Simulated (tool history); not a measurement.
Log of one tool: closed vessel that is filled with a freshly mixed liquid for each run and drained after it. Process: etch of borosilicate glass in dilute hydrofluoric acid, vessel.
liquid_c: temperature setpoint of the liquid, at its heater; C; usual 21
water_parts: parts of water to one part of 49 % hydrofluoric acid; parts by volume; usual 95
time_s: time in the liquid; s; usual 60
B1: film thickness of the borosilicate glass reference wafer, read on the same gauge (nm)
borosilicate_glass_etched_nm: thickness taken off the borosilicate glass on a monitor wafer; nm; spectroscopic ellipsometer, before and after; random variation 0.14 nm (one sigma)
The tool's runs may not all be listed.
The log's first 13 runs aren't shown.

run 14 hour=1015.9 | liquid_c=25.5 water_parts=95 time_s=85 | B1=130.02 | borosilicate_glass_etched_nm=35.34
run 15 hour=1102.9 | liquid_c=21 water_parts=95 time_s=60 | B1=129.97 | borosilicate_glass_etched_nm=21
run 16 hour=1167.6 | liquid_c=21 water_parts=95 time_s=60 | B1=129.98 | borosilicate_glass_etched_nm=20.98
run 17 hour=1274.1 | liquid_c=23 water_parts=95 time_s=40 | B1=130.01 | borosilicate_glass_etched_nm=15.15
run 18 hour=1316.1 | liquid_c=21 water_parts=95 time_s=85 | B1=129.93 | borosilicate_glass_etched_nm=29.7
run 19 hour=1384.8 | liquid_c=21 water_parts=95 time_s=60 | B1=130.04 | borosilicate_glass_etched_nm=20.65
run 20 hour=1436.8 | liquid_c=17 water_parts=95 time_s=60 | B1=129.94 | borosilicate_glass_etched_nm=17.56
-- hour=1529.9 thermometer replaced
run 21 hour=1530.8 | liquid_c=21 water_parts=115 time_s=60 | B1=130 | borosilicate_glass_etched_nm=16.66
run 22 hour=1594.9 | liquid_c=21 water_parts=95 time_s=60 | B1=129.94 | borosilicate_glass_etched_nm=20.52
run 23 hour=1692.7 | liquid_c=21 water_parts=120 time_s=60 | B1=130.03 | borosilicate_glass_etched_nm=15.77
run 24 hour=1731 | liquid_c=25 water_parts=80 time_s=60 | B1=129.98 | borosilicate_glass_etched_nm=28.82
run 25 hour=1808.2 | liquid_c=21 water_parts=140 time_s=60 | B1=129.99 | borosilicate_glass_etched_nm=13.12
run 26 hour=1883.3 | liquid_c=21 water_parts=95 time_s=60 | B1=130 | borosilicate_glass_etched_nm=20.27
run 27 hour=1924.4 | liquid_c=21 water_parts=95 time_s=60 | B1=130.01 | borosilicate_glass_etched_nm=20.16
run 28 hour=2026.1 | liquid_c=24 water_parts=110 time_s=60 | B1=130.04 | borosilicate_glass_etched_nm=19.49
run 29 hour=2095.9 | liquid_c=21 water_parts=75 time_s=45 | B1=130.01 | borosilicate_glass_etched_nm=19.59
-- hour=2139.8 hydrofluoric acid flow meter replaced
run 30 hour=2161.2 | liquid_c=21 water_parts=95 time_s=60 | B1=129.98 | borosilicate_glass_etched_nm=21.36
run 31 hour=2256.8 | liquid_c=21 water_parts=80 time_s=60 | B1=130 | borosilicate_glass_etched_nm=25.49
run 32 hour=2303.8 | liquid_c=21 water_parts=95 time_s=30 | B1=129.96 | borosilicate_glass_etched_nm=10.67

4 ways to go on from here, each from the tool as it stands after run 32. What would each give?
run A hour=2304.5 | liquid_c=21 water_parts=95 time_s=60 | B1=? | borosilicate_glass_etched_nm=?
run B hour=2304.5 | liquid_c=21 water_parts=60 time_s=60 | B1=? | borosilicate_glass_etched_nm=?
run C hour=2304.5 | liquid_c=19 water_parts=95 time_s=60 | B1=? | borosilicate_glass_etched_nm=?
run D hour=2304.5 | liquid_c=21 water_parts=70 time_s=60 | B1=? | borosilicate_glass_etched_nm=?

run=A B1=130.04 borosilicate_glass_etched_nm=21.28
run=B B1=130.04 borosilicate_glass_etched_nm=35.13
run=C B1=130.04 borosilicate_glass_etched_nm=19.6
run=D B1=130.04 borosilicate_glass_etched_nm=29.75
Without the tool's hidden state the same runs would have given:
run=A borosilicate_glass_etched_nm=21.46
run=B borosilicate_glass_etched_nm=35.41
run=C borosilicate_glass_etched_nm=19.76
run=D borosilicate_glass_etched_nm=29.99
